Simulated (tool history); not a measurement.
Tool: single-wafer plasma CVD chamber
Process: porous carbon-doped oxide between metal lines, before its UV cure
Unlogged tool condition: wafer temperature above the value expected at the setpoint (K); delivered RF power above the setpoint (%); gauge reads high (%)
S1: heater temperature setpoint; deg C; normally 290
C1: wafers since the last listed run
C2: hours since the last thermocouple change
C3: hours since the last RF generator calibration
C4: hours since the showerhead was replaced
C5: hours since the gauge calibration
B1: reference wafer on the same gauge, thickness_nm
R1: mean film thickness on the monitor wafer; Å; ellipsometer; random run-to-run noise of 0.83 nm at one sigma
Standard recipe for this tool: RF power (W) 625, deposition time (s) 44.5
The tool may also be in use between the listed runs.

Run 1, hour 0: usual settings but S1 298 deg C, RF power (W) 580; C1 0; C2 1236.3; C3 977.3; C4 3880.2; C5 2009.2; B1 321.978. Result: R1 2649.05 Å.
Run 2, hour 82.7: usual settings but S1 298 deg C, RF power (W) 580; C1 2093; C2 1319; C3 1060; C4 3962.9; C5 2091.9; B1 322.11. Result: R1 2634.89 Å.
Run 3, hour 128.1: usual settings but S1 298 deg C, RF power (W) 580; C1 1149; C2 1364.4; C3 1105.4; C4 4008.3; C5 2137.3; B1 322.02. Result: R1 2654.34 Å.
Run 4, hour 187.9: usual settings but RF power (W) 660; C1 1513; C2 1424.2; C3 1165.2; C4 4068.1; C5 2197.1; B1 321.932. Result: R1 3078.74 Å.
Run 5, hour 289.2: usual settings but RF power (W) 660; C1 2564; C2 1525.5; C3 1266.5; C4 4169.4; C5 2298.4; B1 322.096. Result: R1 3059.73 Å.
Run 6, hour 362.4: usual settings but RF power (W) 660; C1 1853; C2 1598.7; C3 1339.7; C4 4242.6; C5 2371.6; B1 322.081. Result: R1 3066.19 Å.
At hour 402.5: RF generator calibrated.
Run 7, hour 441.7: usual settings; C1 1804; C2 1678; C3 39.2; C4 4321.9; C5 2450.9; B1 321.82. Result: R1 2933.91 Å.
Run 8, hour 494.8: usual settings; C1 1344; C2 1731.1; C3 92.3; C4 4375; C5 2504; B1 321.875. Result: R1 2917.53 Å.
Run 9, hour 558.3: usual settings; C1 1607; C2 1794.6; C3 155.8; C4 4438.5; C5 2567.5; B1 322.097. Result: R1 2917.29 Å.
Run 10, hour 662.2: usual settings; C1 2630; C2 1898.5; C3 259.7; C4 4542.4; C5 2671.4; B1 322.08. Result: R1 2925.18 Å.
Run 11, hour 755.2: usual settings but S1 296 deg C; C1 2354; C2 1991.5; C3 352.7; C4 4635.4; C5 2764.4; B1 321.86. Result: R1 2828.51 Å.
Run 12, hour 803.5: usual settings but S1 296 deg C; C1 1222; C2 2039.8; C3 401; C4 4683.7; C5 2812.7; B1 321.866. Result: R1 2822.11 Å.
Run 13, hour 859.5: usual settings but S1 296 deg C; C1 1417; C2 2095.8; C3 457; C4 4739.7; C5 2868.7; B1 321.942. Result: R1 2831.26 Å.
At hour 929.6: gauge calibrated.
Run 14, hour 940.9: usual settings; C1 2060; C2 2177.2; C3 538.4; C4 4821.1; C5 11.3; B1 321.917. Result: R1 2907.99 Å.
At hour 997.7: thermocouple changed; heater temperature recalibrated.
Run 15, hour 1018.5: usual settings; C1 1761; C2 20.8; C3 616; C4 4898.7; C5 88.9; B1 322.155. Result: R1 2867.87 Å.
Run 16, hour 1055: usual settings; C1 923; C2 57.3; C3 652.5; C4 4935.2; C5 125.4; B1 322.111. Result: R1 2882 Å.
Run 17, hour 1295.9: usual settings; C1 6098; C2 298.2; C3 893.4; C4 5176.1; C5 366.3; B1 321.953. Result: R1 2858.54 Å.
Run 18, hour 1341.6: usual settings; C1 1156; C2 343.9; C3 939.1; C4 5221.8; C5 412; B1 321.961. Result: R1 2870.34 Å.
Run 19, hour 1424.3: usual settings; C1 2093; C2 426.6; C3 1021.8; C4 5304.5; C5 494.7; B1 322.142. Result: R1 2867.42 Å.
At hour 1471: thermocouple changed; heater temperature recalibrated, repeated, since the last time left the tool worse.
Run 20, hour 1500.7: usual settings; C1 1731; C2 29.7; C3 1098.2; C4 5380.9; C5 571.1; B1 322.02. Result: R1 2988.74 Å.
At hour 1520.4: showerhead replaced.
Run 21, hour 1552.4: usual settings; C1 1106; C2 81.4; C3 1149.9; C4 32; C5 622.8; B1 321.991. Result: R1 2964.74 Å.
Run 22, hour 1592.3: usual settings but S1 276 deg C, RF power (W) 585, deposition time (s) 47.9; C1 1010; C2 121.3; C3 1189.8; C4 71.9; C5 662.7; B1 321.727. Result: R1 3256.99 Å.
Run 23, hour 1664.1: usual settings but S1 280 deg C; C1 1817; C2 193.1; C3 1261.6; C4 143.7; C5 734.5; B1 321.99. Result: R1 3144.14 Å.
Run 24, hour 1757.5: usual settings but RF power (W) 520, deposition time (s) 47.4; C1 2364; C2 286.5; C3 1355; C4 237.1; C5 827.9; B1 322.016. Result: R1 2666.27 Å.
At hour 1805.2: RF generator calibrated.
Run 25, hour 1827.6: usual settings but RF power (W) 695; C1 1572; C2 356.6; C3 22.4; C4 307.2; C5 898; B1 322.051. Result: R1 3248.79 Å.
Run 26, hour 1919.6: usual settings but S1 282 deg C, RF power (W) 535; C1 2328; C2 448.6; C3 114.4; C4 399.2; C5 990; B1 321.721. Result: R1 2708.35 Å.
Run 27, hour 2008.5: usual settings but S1 302 deg C; C1 2250; C2 537.5; C3 203.3; C4 488.1; C5 1078.9; B1 322.065. Result: R1 2781.92 Å.
Run 28, hour 2051: usual settings but S1 281 deg C, RF power (W) 670, deposition time (s) 50.8; C1 1075; C2 580; C3 245.8; C4 530.6; C5 1121.4; B1 321.735. Result: R1 3744.22 Å.
Run 29, hour 2127.3: usual settings but deposition time (s) 40.3; C1 1931; C2 656.3; C3 322.1; C4 606.9; C5 1197.7; B1 321.94. Result: R1 2690.92 Å.
Run 30, hour 2220.9: usual settings but RF power (W) 515; C1 2369; C2 749.9; C3 415.7; C4 700.5; C5 1291.3; B1 322.097. Result: R1 2481.02 Å.
Run 31, hour 2323.5: usual settings but S1 283 deg C; C1 2597; C2 852.5; C3 518.3; C4 803.1; C5 1393.9; B1 322.067. Result: R1 3071.03 Å.
Run 32, hour 2419.1: usual settings but S1 305 deg C, deposition time (s) 39.3; C1 2420; C2 948.1; C3 613.9; C4 898.7; C5 1489.5; B1 321.805. Result: R1 2421.64 Å.
Run 33, hour 2490.7: usual settings; C1 1812; C2 1019.7; C3 685.5; C4 970.3; C5 1561.1; B1 321.835. Result: R1 2938.37 Å.

The logged runs with the hidden state left out (each run's random variation unchanged):
run       R1
  1  2685.42
  2  2673.21
  3  2694.14
  4  3127.93
  5  3111.74
  6  3120.58
  7   2988.3
  8  2973.19
  9  2974.81
 10  2985.94
 11  2888.78
 12  2883.59
 13  2894.52
 14  2976.59
 15   2973.5
 16  2989.23
 17  2971.91
 18  2985.51
 19   2984.9
 20  2993.33
 21  2970.83
 22  3265.61
 23   3154.7
 24  2677.25
 25  3264.45
 26  2724.68
 27  2799.31
 28  3772.08
 29     2712
 30   2502.8
 31  3102.56
 32  2445.98
 33  2972.16

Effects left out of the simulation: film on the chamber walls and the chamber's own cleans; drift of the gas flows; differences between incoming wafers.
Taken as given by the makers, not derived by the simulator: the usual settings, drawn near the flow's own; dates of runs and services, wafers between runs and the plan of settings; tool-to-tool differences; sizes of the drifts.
